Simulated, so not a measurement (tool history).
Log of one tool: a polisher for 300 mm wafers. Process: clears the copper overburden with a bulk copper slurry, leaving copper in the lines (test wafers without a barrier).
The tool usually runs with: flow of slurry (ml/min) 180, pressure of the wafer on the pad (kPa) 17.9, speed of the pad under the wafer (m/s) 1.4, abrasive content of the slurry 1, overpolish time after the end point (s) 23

| run | hour | flow of slurry (ml/min) | pressure of the wafer on the pad (kPa) | speed of the pad under the wafer (m/s) | abrasive content of the slurry | overpolish time after the end point (s) | wafers since the last listed run | wafers polished on this pad | hours since the slurry nozzle was cleaned | hours since the head pressure was calibrated | hours since the slurry blender was calibrated | incoming thickness of the incoming film, nm | time until the end point was called (s) | dishing of a wide line in a test structure (angstrom) |
|---|---|---|---|---|---|---|---|---|---|---|---|---|---|---|
| 1 | 0 | 180 | 17.9 | 1.4 | 1 | 23 | 0 | 554 | 28.5 | 264.4 | 370.9 | 630.3 | 60.5 | 649 |
|  | 41.8 | slurry blender recalibrated |
| 2 | 85 | 180 | 17.9 | 1.4 | 1 | 28 | 674 | 1228 | 113.5 | 349.4 | 43.2 | 652.3 | 62.8 | 651 |
| 3 | 183.7 | 180 | 17.9 | 1.4 | 1 | 28 | 801 | 2030 | 212.2 | 448.1 | 141.9 | 641.7 | 60.7 | 674 |
|  | 275.7 | worn pad replaced by a new one |
| 4 | 346.4 | 180 | 17.9 | 1.4 | 1 | 23 | 1288 | 574 | 374.9 | 610.8 | 304.6 | 654.7 | 60.2 | 658 |
|  | 431.1 | slurry blender recalibrated |
| 5 | 441.2 | 180 | 17.9 | 1.4 | 1 | 23 | 753 | 1328 | 469.7 | 705.6 | 10.1 | 643.2 | 59.5 | 669 |
|  | 516.9 | slurry nozzle cleaned |
|  | 596.7 | worn pad replaced by a new one |
|  | 707.1 | head pressure recalibrated |
| 6 | 743.1 | 155 | 17.9 | 1.4 | 1 | 23 | 2395 | 1172 | 226.2 | 36 | 312 | 638.8 | 64.5 | 640 |
|  | 770.4 | slurry blender recalibrated |
| 7 | 841 | 155 | 17.9 | 1.4 | 1 | 23 | 778 | 1951 | 324.1 | 133.9 | 70.6 | 633.4 | 62.4 | 639 |
|  | 905.2 | worn pad replaced by a new one |
| 8 | 946.6 | 155 | 17.9 | 1.4 | 1 | 23 | 825 | 335 | 429.7 | 239.5 | 176.2 | 632.3 | 62.2 | 644 |
| 9 | 1015.1 | 155 | 17.9 | 1.4 | 1 | 23 | 556 | 892 | 498.2 | 308 | 244.7 | 651 | 64.3 | 630 |
|  | 1028 | slurry nozzle cleaned |
| 10 | 1083.4 | 235 | 17.9 | 1.4 | 1.2 | 23 | 546 | 1438 | 55.4 | 376.3 | 313 | 640 | 56.8 | 670 |
|  | 1119.4 | slurry blender recalibrated |
| 11 | 1139.5 | 150 | 14.5 | 1.76 | 1 | 10 | 439 | 1878 | 111.5 | 432.4 | 20.1 | 641.5 | 61.8 | 454 |

The next listed run, before its measurement:
|  | 1175.9 | worn pad replaced by a new one |
| 12 | 1229.6 | 180 | 17.9 | 1.4 | 1 | 23 | 699 | 435 | 201.6 | 522.5 | 110.2 | 625.9 | ? | ? |

{"run 12": {"time until the end point was called (s)": 57.7, "dishing of a wide line in a test structure (angstrom)": 655}}
With no hidden state in the tool, this same run would have given time until the end point was called (s) 60.8, dishing of a wide line in a test structure (angstrom) 641.
